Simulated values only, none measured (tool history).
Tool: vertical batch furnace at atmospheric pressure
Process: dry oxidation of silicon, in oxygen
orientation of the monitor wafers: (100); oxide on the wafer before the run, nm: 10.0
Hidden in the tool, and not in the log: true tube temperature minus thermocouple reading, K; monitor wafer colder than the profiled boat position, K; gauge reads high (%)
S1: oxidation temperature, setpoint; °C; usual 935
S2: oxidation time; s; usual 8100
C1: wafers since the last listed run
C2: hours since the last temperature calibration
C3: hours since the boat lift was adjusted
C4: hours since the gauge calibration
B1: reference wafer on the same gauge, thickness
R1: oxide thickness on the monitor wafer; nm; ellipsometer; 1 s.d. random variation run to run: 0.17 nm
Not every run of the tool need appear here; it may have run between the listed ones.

run	hour	S1	S2	C1	C2	C3	C4	B1	R1
1	0.0	945	6060	0	1561.5	274.2	408.4	44.65	45.39
2	71.0	935	8100	796	1632.5	345.2	479.4	44.60	50.36
3	159.5	935	8100	992	1721.0	433.7	567.9	44.64	50.43
4	229.3	935	8100	782	1790.8	503.5	637.7	44.61	50.17
5	274.4	935	8100	505	1835.9	548.6	682.8	44.57	50.61
6	327.4	935	8100	594	1888.9	601.6	735.8	44.59	50.79
7	568.7	935	8100	2706	2130.2	842.9	977.1	44.61	50.93
8	671.5	925	10380	1153	2233.0	945.7	1079.9	44.61	54.27
9	708.2	921	8100	411	2269.7	982.4	1116.6	44.61	44.14
10	768.8	921	8100	679	2330.3	1043.0	1177.2	44.59	44.36
11	807.9	921	8100	438	2369.4	1082.1	1216.3	44.57	44.56
12	845.8	935	9420	425	2407.3	1120.0	1254.2	44.66	56.29
13	883.5	935	9420	422	2445.0	1157.7	1291.9	44.67	56.22
14	938.2	935	9420	613	2499.7	1212.4	1346.6	44.57	56.06
15	1024.7	935	8100	970	2586.2	1298.9	1433.1	44.58	51.08
16	1077.4	935	8100	591	2638.9	1351.6	1485.8	44.69	51.03
17	1136.1	935	8100	658	2697.6	1410.3	1544.5	44.58	50.99
18	1183.9	935	8100	536	2745.4	1458.1	1592.3	44.67	50.63
19	1371.3	935	8100	2102	2932.8	1645.5	1779.7	44.62	50.98
20	1433.3	921	4680	695	2994.8	1707.5	1841.7	44.59	31.80
# hour 1461.7: boat lift adjusted
# hour 1489.2: gauge calibrated
# hour 1688.3: thermocouples replaced and temperature profile calibrated
21	1688.8	922	6750	2327	0.5	227.1	199.6	44.67	38.80
22	1738.4	949	8100	556	50.1	276.7	249.2	44.62	56.37
23	1824.6	912	8100	966	136.3	362.9	335.4	44.59	39.74
24	1910.2	919	11820	960	221.9	448.5	421.0	44.60	54.42
25	1959.7	935	5460	555	271.4	498.0	470.5	44.60	38.33
26	2228.6	955	9420	3016	540.3	766.9	739.4	44.60	66.48
27	2273.9	935	8100	508	585.6	812.2	784.7	44.61	50.39
28	2372.3	915	11790	1103	684.0	910.6	883.1	44.60	52.48
29	2437.6	935	9420	732	749.3	975.9	948.4	44.59	55.56
30	2484.4	935	8100	524	796.1	1022.7	995.2	44.55	50.33

Run 31, settings as shown, results not yet in. Your forecast:
31	2533.2	948	10140	547	844.9	1071.5	1044.0	?	?

{"run 31": {"B1": 44.58, "R1": 66.09}}
Minus the tool's unlogged condition, the same run would have read R1 64.46 nm.
